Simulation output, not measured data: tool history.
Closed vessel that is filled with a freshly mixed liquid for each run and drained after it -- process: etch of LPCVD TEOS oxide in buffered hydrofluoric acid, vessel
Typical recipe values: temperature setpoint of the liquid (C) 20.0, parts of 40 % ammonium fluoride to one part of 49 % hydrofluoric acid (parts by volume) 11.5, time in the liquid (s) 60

run,day,temperature setpoint of the liquid (C),parts of 40 % ammonium fluoride to one part of 49 % hydrofluoric acid (parts by volume),time in the liquid (s),"read-back film thickness of the LPCVD TEOS oxide reference wafer, read on the same gauge (nm)",thickness taken off the LPCVD TEOS oxide on a monitor wafer (Å)
1,0.000,22.0,11.5,60,70.02,1780.0
2,1.175,22.0,11.5,60,70.01,1800.9
3,1.771,17.0,11.5,60,70.02,1359.3
4,2.338,20.0,14.0,60,70.01,1336.6
5,3.567,20.0,11.5,60,70.01,1607.8
6,4.962,20.0,11.5,60,70.02,1626.4
7,5.850,20.0,11.5,60,70.00,1614.3
8,6.954,20.0,11.5,60,70.00,1627.3
9,7.800,20.0,11.5,60,70.01,1630.4
10,8.412,20.0,11.5,60,70.03,1621.1
11,11.492,20.0,11.5,60,70.02,1627.9
12,12.792,20.0,11.5,60,70.00,1632.9
13,13.779,20.0,15.0,90,69.97,1875.4
14,15.296,22.0,9.5,45,69.97,1603.2
15,15.958,20.0,11.5,60,69.97,1646.8
16,16.800,20.0,11.5,60,69.99,1639.5
17,17.671,20.0,11.5,60,69.98,1640.9
18,18.308,17.5,14.5,30,69.98,520.4
19,19.754,20.0,11.5,60,70.00,1516.8
20,20.533,22.0,7.5,60,69.99,2548.4
21,21.071,24.0,14.5,60,69.98,1503.9
22,21.971,17.0,15.5,85,69.99,1346.0
23,22.638,20.0,11.5,80,70.02,2011.7
24,24.062,17.0,11.5,35,70.00,750.8
25,25.092,20.0,11.5,60,70.02,1520.3
26,25.642,24.5,8.5,80,69.98,3420.7
27,26.958,22.5,10.0,40,70.00,1338.8
28,27.696,22.5,15.0,80,70.01,1810.7
29,28.954,20.0,11.5,60,70.00,1535.9
30,32.117,22.5,11.5,45,70.04,1324.6
31,32.879,20.0,15.0,60,70.01,1192.8
32,33.483,17.0,11.5,60,69.98,1295.0

Removed from this log: 3 entries logged between the listed runs. Between which two listed runs does each belong, and how does the tool's hidden state at the listed run before it compare with that at the listed run after it?
From run 5 to run 6: thermometer replaced (day 4.200)
  hydrofluoric acid flow above the setpoint (%): 6.85 -> 7.03
  what was measured, less what the result would be without the hidden state, thickness taken off the LPCVD TEOS oxide on a monitor wafer (Å): +100.7 -> +104.3
From run 6 to run 7: gauge calibrated (day 5.017)
  hydrofluoric acid flow above the setpoint (%): 7.03 -> 7.15
  what was measured, less what the result would be without the hidden state, thickness taken off the LPCVD TEOS oxide on a monitor wafer (Å): +104.3 -> +105.2
From run 17 to run 18: hydrofluoric acid flow meter replaced (day 17.975)
  hydrofluoric acid flow above the setpoint (%): 8.68 -> 0.045
  what was measured, less what the result would be without the hidden state, thickness taken off the LPCVD TEOS oxide on a monitor wafer (Å): +128.1 -> +0.3
